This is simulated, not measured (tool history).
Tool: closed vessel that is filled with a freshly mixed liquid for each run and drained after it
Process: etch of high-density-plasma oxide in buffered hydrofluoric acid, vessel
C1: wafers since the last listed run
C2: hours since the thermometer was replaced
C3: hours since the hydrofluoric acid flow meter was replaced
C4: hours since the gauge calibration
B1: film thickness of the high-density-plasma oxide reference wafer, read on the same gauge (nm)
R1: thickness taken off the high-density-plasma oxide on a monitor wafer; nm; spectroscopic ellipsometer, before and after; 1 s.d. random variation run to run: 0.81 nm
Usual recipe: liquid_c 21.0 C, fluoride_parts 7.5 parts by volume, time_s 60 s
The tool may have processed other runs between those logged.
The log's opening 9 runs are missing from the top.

{"run": 10, "hour": 127.5, "liquid_c": 22.5, "fluoride_parts": 5.0, "time_s": 90, "C1": 1268, "C2": 1121.2, "C3": 104.4, "C4": 468.8, "B1": 90.01, "R1": 287.85}
{"run": 11, "hour": 144.8, "liquid_c": 24.0, "fluoride_parts": 10.0, "time_s": 70, "C1": 2193, "C2": 1138.5, "C3": 121.7, "C4": 486.1, "B1": 90.01, "R1": 128.34}
{"run": 12, "hour": 161.0, "liquid_c": 17.0, "fluoride_parts": 7.5, "time_s": 80, "C1": 2054, "C2": 1154.7, "C3": 137.9, "C4": 502.3, "B1": 90.0, "R1": 132.77}
{"run": 13, "hour": 177.9, "liquid_c": 24.0, "fluoride_parts": 9.0, "time_s": 30, "C1": 2143, "C2": 1171.6, "C3": 154.8, "C4": 519.2, "B1": 90.0, "R1": 59.39}
{"hour": 182.0, "done": "thermometer replaced"}
{"hour": 190.4, "done": "gauge calibrated"}
{"run": 14, "hour": 191.0, "liquid_c": 21.0, "fluoride_parts": 7.5, "time_s": 85, "C1": 1534, "C2": 9.0, "C3": 167.9, "C4": 0.6, "B1": 90.0, "R1": 155.8}
{"run": 15, "hour": 200.2, "liquid_c": 17.0, "fluoride_parts": 7.5, "time_s": 60, "C1": 1166, "C2": 18.2, "C3": 177.1, "C4": 9.8, "B1": 89.98, "R1": 86.6}
{"run": 16, "hour": 208.4, "liquid_c": 21.0, "fluoride_parts": 7.5, "time_s": 50, "C1": 1039, "C2": 26.4, "C3": 185.3, "C4": 18.0, "B1": 90.02, "R1": 89.75}
{"run": 17, "hour": 255.7, "liquid_c": 17.0, "fluoride_parts": 5.0, "time_s": 30, "C1": 5998, "C2": 73.7, "C3": 232.6, "C4": 65.3, "B1": 89.97, "R1": 61.64}
{"run": 18, "hour": 261.8, "liquid_c": 21.0, "fluoride_parts": 10.0, "time_s": 80, "C1": 773, "C2": 79.8, "C3": 238.7, "C4": 71.4, "B1": 90.01, "R1": 111.92}
{"run": 19, "hour": 278.8, "liquid_c": 18.0, "fluoride_parts": 6.0, "time_s": 30, "C1": 2155, "C2": 96.8, "C3": 255.7, "C4": 88.4, "B1": 90.01, "R1": 57.45}
{"run": 20, "hour": 292.9, "liquid_c": 21.0, "fluoride_parts": 10.0, "time_s": 85, "C1": 1788, "C2": 110.9, "C3": 269.8, "C4": 102.5, "B1": 90.0, "R1": 119.96}
{"run": 21, "hour": 299.6, "liquid_c": 21.0, "fluoride_parts": 7.5, "time_s": 90, "C1": 849, "C2": 117.6, "C3": 276.5, "C4": 109.2, "B1": 89.99, "R1": 161.86}
{"run": 22, "hour": 316.6, "liquid_c": 17.0, "fluoride_parts": 5.0, "time_s": 60, "C1": 2155, "C2": 134.6, "C3": 293.5, "C4": 126.2, "B1": 90.0, "R1": 126.35}
{"run": 23, "hour": 323.1, "liquid_c": 21.0, "fluoride_parts": 7.5, "time_s": 60, "C1": 824, "C2": 141.1, "C3": 300.0, "C4": 132.7, "B1": 90.01, "R1": 109.76}
{"run": 24, "hour": 332.4, "liquid_c": 18.0, "fluoride_parts": 6.0, "time_s": 30, "C1": 1179, "C2": 150.4, "C3": 309.3, "C4": 142.0, "B1": 90.01, "R1": 57.76}
{"run": 25, "hour": 344.9, "liquid_c": 22.5, "fluoride_parts": 5.0, "time_s": 30, "C1": 1585, "C2": 162.9, "C3": 321.8, "C4": 154.5, "B1": 89.99, "R1": 86.1}
{"run": 26, "hour": 361.4, "liquid_c": 17.5, "fluoride_parts": 7.5, "time_s": 90, "C1": 2092, "C2": 179.4, "C3": 338.3, "C4": 171.0, "B1": 90.0, "R1": 137.43}
{"run": 27, "hour": 375.2, "liquid_c": 18.0, "fluoride_parts": 5.5, "time_s": 40, "C1": 1750, "C2": 193.2, "C3": 352.1, "C4": 184.8, "B1": 89.98, "R1": 82.13}
{"run": 28, "hour": 382.9, "liquid_c": 21.0, "fluoride_parts": 7.5, "time_s": 60, "C1": 976, "C2": 200.9, "C3": 359.8, "C4": 192.5, "B1": 89.99, "R1": 109.75}
{"run": 29, "hour": 398.5, "liquid_c": 21.0, "fluoride_parts": 8.5, "time_s": 60, "C1": 1978, "C2": 216.5, "C3": 375.4, "C4": 208.1, "B1": 90.0, "R1": 97.56}
{"run": 30, "hour": 409.5, "liquid_c": 21.0, "fluoride_parts": 8.5, "time_s": 50, "C1": 1394, "C2": 227.5, "C3": 386.4, "C4": 219.1, "B1": 89.99, "R1": 81.45}
{"run": 31, "hour": 426.1, "liquid_c": 25.5, "fluoride_parts": 6.0, "time_s": 40, "C1": 2105, "C2": 244.1, "C3": 403.0, "C4": 235.7, "B1": 90.02, "R1": 118.29}
{"run": 32, "hour": 436.6, "liquid_c": 21.0, "fluoride_parts": 7.5, "time_s": 75, "C1": 1331, "C2": 254.6, "C3": 413.5, "C4": 246.2, "B1": 90.0, "R1": 139.98}
{"run": 33, "hour": 445.2, "liquid_c": 21.0, "fluoride_parts": 7.5, "time_s": 60, "C1": 1090, "C2": 263.2, "C3": 422.1, "C4": 254.8, "B1": 90.0, "R1": 110.91}

Alternative continuations, all from the tool just after run 33; predict every row:
{"run": "A", "hour": 445.9, "liquid_c": 18.0, "fluoride_parts": 7.5, "time_s": 60, "C1": 88, "C2": 263.9, "C3": 422.8, "C4": 255.5, "B1": "?", "R1": "?"}
{"run": "B", "hour": 445.9, "liquid_c": 25.5, "fluoride_parts": 6.0, "time_s": 75, "C1": 88, "C2": 263.9, "C3": 422.8, "C4": 255.5, "B1": "?", "R1": "?"}
{"run": "C", "hour": 445.9, "liquid_c": 23.0, "fluoride_parts": 7.5, "time_s": 60, "C1": 88, "C2": 263.9, "C3": 422.8, "C4": 255.5, "B1": "?", "R1": "?"}

run=A B1=90.00 R1=95.31
run=B B1=90.00 R1=221.64
run=C B1=90.00 R1=125.80
The same runs, with their run-to-run variation unchanged, on a tool lacking any hidden condition would have given:
run=A R1=91.92
run=B R1=214.15
run=C R1=121.47

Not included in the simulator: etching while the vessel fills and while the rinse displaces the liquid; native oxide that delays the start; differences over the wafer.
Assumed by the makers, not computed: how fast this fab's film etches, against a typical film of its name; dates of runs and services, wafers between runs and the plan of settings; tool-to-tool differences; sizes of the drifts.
